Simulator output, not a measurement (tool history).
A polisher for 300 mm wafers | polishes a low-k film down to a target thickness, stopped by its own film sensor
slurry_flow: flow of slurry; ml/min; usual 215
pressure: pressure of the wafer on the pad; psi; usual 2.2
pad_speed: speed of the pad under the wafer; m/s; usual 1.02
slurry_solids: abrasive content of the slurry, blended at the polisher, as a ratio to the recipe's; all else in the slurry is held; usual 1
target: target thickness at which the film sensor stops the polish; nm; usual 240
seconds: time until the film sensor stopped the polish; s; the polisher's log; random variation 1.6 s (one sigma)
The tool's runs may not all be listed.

run   hour  slurry_flow  pressure  pad_speed  slurry_solids  target  wafers since the last listed run  wafers polished on this pad  hours since the slurry nozzle was cleaned  hours since the head pressure was calibrated  hours since the slurry blender was calibrated  hours since the conditioning disc was replaced  incoming thickness of the incoming film, nm  seconds
  1      0          215       2.2       1.02            1.2     240                                 0                           45                                      303.7                                         747.6                                          250.3                                           146.3                                        291.3    112.2
  2   24.8          215       2.2       1.02            1.2     240                               138                          184                                      328.5                                         772.4                                          275.1                                           171.1                                        287.1    102.2
      32.4  -- conditioning disc replaced and pad reconditioned
      59.6  -- slurry blender recalibrated
  3   60.1          215       2.2       1.02            1.2     240                               175                          359                                      363.8                                         807.7                                            0.5                                            27.7                                        287.2     95.4
  4   87.8          215       2.2       1.02           1.25     240                               155                          514                                      391.5                                         835.4                                           28.2                                            55.4                                        287.6     96.9
  5  104.4          215       2.2       1.02           1.25     240                                92                          607                                      408.1                                           852                                           44.8                                              72                                        290.8    101.3
  6  128.6          215       2.2       1.02           1.25     240                               135                          742                                      432.3                                         876.2                                             69                                            96.2                                          293    106.1
  7  159.6          215       2.2       1.02           0.95     240                               173                          916                                      463.3                                         907.2                                            100                                           127.2                                        288.4    121.5
  8  176.2          215         2       1.02              1     240                                92                         1009                                      479.9                                         923.8                                          116.6                                           143.8                                        293.4    141.2
     197.2  -- conditioning disc replaced and pad reconditioned
     209.7  -- worn pad replaced by a new one
  9  210.6          215         2       1.02              1     240                               158                            4                                      514.3                                         958.2                                            151                                            13.4                                        283.8      117
 10  241.3          215       2.2       1.02              1     240                               171                          176                                        545                                         988.9                                          181.7                                            44.1                                        286.8    115.5
 11  276.4          215       2.2       1.26              1     240                               196                          373                                      580.1                                          1024                                          216.8                                            79.2                                        289.1    102.6
 12  308.2          215       2.5       0.84              1     240                               177                          551                                      611.9                                        1055.8                                          248.6                                             111                                        293.5    139.2
 13  322.9          215       2.2       1.02           1.25     240                                82                          633                                      626.6                                        1070.5                                          263.3                                           125.7                                          291    108.6
 14  342.5          215       1.7       1.02           1.25     240                               109                          742                                      646.2                                        1090.1                                          282.9                                           145.3                                          295    147.2
     362.4  -- slurry blender recalibrated
 15  362.9          215       2.2       1.14              1     240                               102                          845                                      666.6                                        1110.5                                            0.5                                           165.7                                          289    102.3
     378.6  -- conditioning disc replaced and pad reconditioned
     389.3  -- worn pad replaced by a new one
 16  394.3          215       2.9       1.02              1     240                               142                           28                                        698                                        1141.9                                           31.9                                            15.7                                        295.7    100.8
 17  421.7          215       2.2       1.02              1     228                               153                          181                                      725.4                                        1169.3                                           59.3                                            43.1                                        292.7    154.1
     443.5  -- head pressure recalibrated
 18  446.1          260       1.6       1.02            1.2     240                               125                          306                                      749.8                                           2.6                                           83.7                                            67.5                                        286.9    124.1
 19  501.5          190       2.2       1.22            1.1     235                               310                          616                                      805.2                                            58                                          139.1                                           122.9                                        290.3    108.5
 20  530.1          215       2.2       1.02              1     240                               160                          776                                      833.8                                          86.6                                          167.7                                           151.5                                        286.2    113.7
     532.1  -- slurry nozzle cleaned
     538.9  -- conditioning disc replaced and pad reconditioned
     607.2  -- worn pad replaced by a new one
 21  635.6          215       2.2       1.02              1     240                               551                          159                                      103.5                                         192.1                                          273.2                                            96.7                                        289.4    123.5
     698.6  -- slurry blender recalibrated
     701.9  -- conditioning disc replaced and pad reconditioned
 22  732.9          265       1.9       1.32              1     240                               522                          681                                      200.8                                         289.4                                           34.3                                              31                                        291.1    106.9
 23  757.4          215       2.2       1.02              1     248                               137                          818                                      225.3                                         313.9                                           58.8                                            55.5                                        291.1     98.5
     783.3  -- worn pad replaced by a new one
 24  783.8          215       2.5       1.02           1.25     255                               125                            2                                      251.7                                         340.3                                           85.2                                            81.9                                        288.9     62.2

Forecast each of these 5 alternatives for the next run:
  A  784.3          215       1.4       1.02              1     240                                 2                            5                                      252.2                                         340.8                                           85.7                                            82.4                                        288.2        ?
  B  784.3          275       2.2       1.02              1     240                                 2                            5                                      252.2                                         340.8                                           85.7                                            82.4                                        288.2        ?
  C  784.3          245       2.9       1.02              1     232                                 2                            5                                      252.2                                         340.8                                           85.7                                            82.4                                        288.2        ?
  D  784.3          215       2.5       0.86              1     240                                 2                            5                                      252.2                                         340.8                                           85.7                                            82.4                                        288.2        ?
  E  784.3          185       2.2       1.02           0.75     240                                 2                            5                                      252.2                                         340.8                                           85.7                                            82.4                                        288.2        ?

run  seconds
  A    165.7
  B    112.3
  C    104.4
  D    118.2
  E    155.4
Without the tool's hidden state the same runs would have given:
run  seconds
  A    155.6
  B    105.5
  C       98
  D      111
  E    143.5

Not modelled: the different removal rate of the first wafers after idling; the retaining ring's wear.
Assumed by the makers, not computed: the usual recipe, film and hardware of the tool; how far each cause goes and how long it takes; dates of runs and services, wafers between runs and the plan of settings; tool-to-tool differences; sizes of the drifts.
